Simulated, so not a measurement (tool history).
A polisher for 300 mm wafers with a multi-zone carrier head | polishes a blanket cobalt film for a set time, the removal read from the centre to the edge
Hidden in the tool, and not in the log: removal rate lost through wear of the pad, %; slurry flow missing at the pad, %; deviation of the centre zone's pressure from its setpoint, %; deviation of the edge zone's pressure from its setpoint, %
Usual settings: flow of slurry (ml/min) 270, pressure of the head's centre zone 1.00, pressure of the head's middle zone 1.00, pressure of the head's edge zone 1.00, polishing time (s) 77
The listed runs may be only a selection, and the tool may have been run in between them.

run     day  flow of slurry (ml/min)  pressure of the head's centre zone  pressure of the head's middle zone  pressure of the head's edge zone  polishing time (s)  wafers since the last listed run  wafers polished on this pad  hours since the slurry nozzle was cleaned  hours since the centre zone pressure was calibrated  hours since the edge zone pressure was calibrated  hours since the carrier head's membrane was replaced  incoming thickness of the incoming film, nm  film removed at the wafer's centre (angstrom)  film removed at mid-radius (angstrom)  film removed at the wafer's edge (angstrom)
  1   0.000                      270                                1.00                                1.00                              1.00                  77                                 0                         4929                                      434.1                                                730.3                                              443.3                                                 404.8                                       1128.8                                           3357                                   3569                                         3591
  2   1.729                      225                                1.00                                1.05                              1.08                  56                               486                         5416                                      475.6                                                771.8                                              484.8                                                 446.3                                       1130.1                                           2409                                   2634                                         2704
      5.396  -- centre zone pressure recalibrated
  3   5.638                      270                                1.00                                1.08                              1.00                  77                              1076                         6492                                      569.4                                                  5.8                                              578.6                                                 540.1                                       1123.0                                           3490                                   3751                                         3665
      6.908  -- slurry nozzle cleaned
  4   7.938                      210                                1.00                                1.00                              0.89                  63                               635                         7127                                       24.7                                                 61.0                                              633.8                                                 595.3                                       1144.0                                           2738                                   2807                                         2719
  5  11.383                      215                                1.00                                0.89                              0.94                  99                               969                         8096                                      107.4                                                143.7                                              716.5                                                 678.0                                       1125.0                                           4297                                   4023                                         4294
     13.162  -- worn pad replaced by a new one
     13.362  -- edge zone pressure recalibrated
  6  13.408                      270                                1.00                                1.04                              0.90                  97                               499                           46                                      156.0                                                192.3                                                1.1                                                 726.6                                       1106.5                                           4404                                   4619                                         4238
  7  17.538                      235                                1.00                                1.00                              1.00                  77                              1161                         1207                                      255.1                                                291.4                                              100.2                                                 825.7                                       1153.9                                           3418                                   3480                                         3529
  8  20.088                      270                                1.00                                1.00                              1.00                  77                               717                         1925                                      316.3                                                352.6                                              161.4                                                 886.9                                       1140.6                                           3508                                   3522                                         3536
  9  23.875                      295                                1.00                                1.00                              1.06                 104                              1065                         2990                                      407.2                                                443.5                                              252.3                                                 977.8                                       1149.3                                           4578                                   4781                                         5066
 10  27.929                      205                                1.00                                1.00                              1.00                 100                              1140                         4131                                      504.5                                                540.8                                              349.6                                                1075.1                                       1137.3                                           4309                                   4378                                         4368
 11  29.575                      270                                1.00                                0.93                              1.00                  77                               462                         4594                                      544.0                                                580.3                                              389.1                                                1114.6                                       1146.2                                           3420                                   3341                                         3499
 12  32.233                      270                                1.00                                0.92                              1.00                  57                               747                         5341                                      607.8                                                644.1                                              452.9                                                1178.4                                       1147.2                                           2483                                   2463                                         2744
     33.396  -- carrier head's membrane replaced by a new one
 13  35.838                      270                                1.00                                0.95                              1.00                  94                               955                         6297                                      694.3                                                730.6                                              539.4                                                  58.6                                       1141.2                                           4069                                   4149                                         4482
     37.254  -- slurry nozzle cleaned
     37.400  -- centre zone pressure recalibrated
 14  37.488                      270                                1.00                                0.91                              1.00                  56                               429                         6726                                        5.6                                                  2.1                                              579.0                                                  98.2                                       1139.4                                           2610                                   2422                                         2543
     40.146  -- edge zone pressure recalibrated
 15  40.346                      305                                1.04                                1.00                              1.11                  55                               780                         7506                                       74.2                                                 70.7                                                4.8                                                 166.8                                       1147.6                                           2698                                   2559                                         2712
 16  42.442                      270                                1.00                                1.00                              1.00                  77                               589                         8096                                      124.5                                                121.0                                               55.1                                                 217.1                                       1112.1                                           3553                                   3580                                         3568
     43.571  -- worn pad replaced by a new one
 17  44.788                      195                                0.93                                1.06                              1.09                  77                               613                          342                                      180.8                                                177.3                                              111.4                                                 273.4                                       1111.0                                           3058                                   3522                                         3614
 18  46.796                      270                                1.00                                1.00                              1.00                  77                               564                          907                                      229.0                                                225.5                                              159.6                                                 321.6                                       1139.0                                           3523                                   3525                                         3571
 19  57.946                      270                                1.00                                1.00                              1.08                  62                              3136                         4044                                      496.6                                                493.1                                              427.2                                                 589.2                                       1131.8                                           2755                                   2843                                         3000
     61.154  -- slurry nozzle cleaned
 20  62.267                      270                                1.00                                1.00                              1.00                  77                              1203                         5247                                       26.7                                                596.8                                              530.9                                                 692.9                                       1148.5                                           3361                                   3575                                         3586
     64.600  -- edge zone pressure recalibrated
 21  65.221                      270                                1.00                                1.00                              1.00                  77                               807                         6055                                       97.6                                                667.7                                               14.9                                                 763.8                                       1141.3                                           3413                                   3529                                         3542

Run 22 comes next. What will it give?
 22  67.767                      270                                1.00                                1.00                              0.96                  77                               716                         6771                                      158.7                                                728.8                                               76.0                                                 824.9                                       1142.3                                              ?                                      ?                                            ?

Logged for run 22: film removed at the wafer's centre (angstrom) 3360, film removed at mid-radius (angstrom) 3503, film removed at the wafer's edge (angstrom) 3602.
Take away the tool's hidden state, keep the run-to-run variation as it was, and the same run would have given film removed at the wafer's centre (angstrom) 3552, film removed at mid-radius (angstrom) 3502, film removed at the wafer's edge (angstrom) 3602.

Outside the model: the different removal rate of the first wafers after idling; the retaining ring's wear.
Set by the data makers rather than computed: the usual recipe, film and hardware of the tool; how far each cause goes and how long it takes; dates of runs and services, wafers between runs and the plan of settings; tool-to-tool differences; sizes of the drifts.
